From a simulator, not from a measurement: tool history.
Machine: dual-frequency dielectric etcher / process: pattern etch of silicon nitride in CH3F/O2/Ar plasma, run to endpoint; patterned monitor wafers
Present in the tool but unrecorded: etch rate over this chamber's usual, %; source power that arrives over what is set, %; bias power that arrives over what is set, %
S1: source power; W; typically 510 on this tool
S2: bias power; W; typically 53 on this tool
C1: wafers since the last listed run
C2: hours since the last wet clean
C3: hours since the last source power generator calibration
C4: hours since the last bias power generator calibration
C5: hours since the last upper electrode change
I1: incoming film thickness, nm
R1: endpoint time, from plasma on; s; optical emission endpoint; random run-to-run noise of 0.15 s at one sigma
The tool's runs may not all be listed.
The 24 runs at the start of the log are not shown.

run,day,S1,S2,C1,C2,C3,C4,C5,I1,R1
25,11.962,400,46,109,10.3,136.2,120.5,96.1,31.78,54.4
26,12.542,630,48,165,24.2,150.1,134.4,110.0,32.24,47.4
27,13.188,400,46,184,39.7,165.6,149.9,125.5,32.02,54.5
28,13.608,570,42,120,49.8,175.7,160.0,135.6,32.41,50.5
29,14.158,470,65,157,63.0,188.9,173.2,148.8,31.93,47.3
30,14.675,450,48,147,75.4,201.3,185.6,161.2,32.07,52.2
31,15.262,510,49,168,89.5,215.4,199.7,175.3,31.92,49.8
32,15.883,410,63,177,104.4,230.3,214.6,190.2,32.11,50.4

Run 33 is up next; what results do you expect?
33,16.475,430,59,169,118.6,244.5,228.8,204.4,32.48,?

R1: 51.1 s
If the tool had no hidden condition, the same run with the same run-to-run variation would have returned R1 50.8 s.
